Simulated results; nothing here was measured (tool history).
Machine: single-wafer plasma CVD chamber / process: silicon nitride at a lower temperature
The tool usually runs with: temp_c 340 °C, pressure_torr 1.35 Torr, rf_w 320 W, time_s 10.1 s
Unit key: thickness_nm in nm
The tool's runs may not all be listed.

run   hour  temp_c  pressure_torr  rf_w  time_s  read-back reference wafer on the same gauge, thickness_nm  thickness_nm
  1      0     340           1.35   335    10.1                                                      9.397         10.88
  2    6.8     340           1.35   320    10.1                                                      9.398          10.6
  3   22.7     340           1.35   345    10.1                                                      9.396        11.048
  4   32.5     340           1.35   345    10.1                                                      9.398        10.978
  5   47.8     340           1.35   345    10.1                                                      9.394        11.034
  6   56.4     340           1.35   320    11.6                                                      9.395        12.157
  7   62.6     340           1.35   320    10.1                                                      9.402        10.576
  8   76.8     340           1.35   320    10.1                                                        9.4        10.555
  9   85.7     340           1.35   350    10.1                                                      9.401        11.072
 10  102.8     340           1.35   320     9.1                                                      9.397         9.486
     116.7  -- RF generator calibrated
 11  117.2     340           1.35   320     9.1                                                      9.403         9.816
 12  117.5     340           1.35   320     9.1                                                      9.397         9.845
 13  124.2     340           1.35   370    11.7                                                      9.401        13.615
     134.2  -- gauge calibrated
 14  140.3     340           1.35   320    10.1                                                      9.399        10.923
     148.4  -- thermocouple changed; heater temperature recalibrated
 15  150.9     345           1.35   320    10.1                                                      9.406        10.914
     165.6  -- capacitance manometer re-zeroed and calibrated
 16  168.1     328           1.67   360     9.3                                                      9.404        11.328
 17  179.9     332           1.11   350    11.7                                                      9.399        12.468
 18  189.9     340           1.35   320    10.1                                                      9.406        10.929
 19  199.9     348           1.35   320    10.1                                                        9.4        10.888
     217.8  -- showerhead replaced
 20  218.3     340           1.46   320    10.1                                                      9.403        11.154
 21  232.6     331           1.58   345    10.1                                                      9.394         11.87
 22  247.1     345           1.02   300     9.5                                                      9.404         9.104
 23  258.8     340           1.63   320    10.1                                                        9.4        11.501
 24  265.2     340           1.21   285      11                                                      9.407        10.847
 25  282.4     340           1.35   320    10.1                                                      9.399        10.917
 26  292.7     340           1.35   355    10.1                                                      9.393        11.454

What if the next run were any one of these 4? Each begins from the tool's condition after run 26:
  A  293.1     340           1.04   320    10.1                                                          ?             ?
  B  293.1     340           1.25   320    10.1                                                          ?             ?
  C  293.1     326           1.35   320    10.1                                                          ?             ?
  D  293.1     344           1.35   345       9                                                          ?             ?

run  read-back reference wafer on the same gauge, thickness_nm  thickness_nm
  A                                                      9.397        10.069
  B                                                      9.397        10.656
  C                                                      9.397        10.951
  D                                                      9.397        10.068
With no hidden state in the tool, these same runs would have given:
run  thickness_nm
  A        10.103
  B        10.693
  C        10.988
  D          10.1

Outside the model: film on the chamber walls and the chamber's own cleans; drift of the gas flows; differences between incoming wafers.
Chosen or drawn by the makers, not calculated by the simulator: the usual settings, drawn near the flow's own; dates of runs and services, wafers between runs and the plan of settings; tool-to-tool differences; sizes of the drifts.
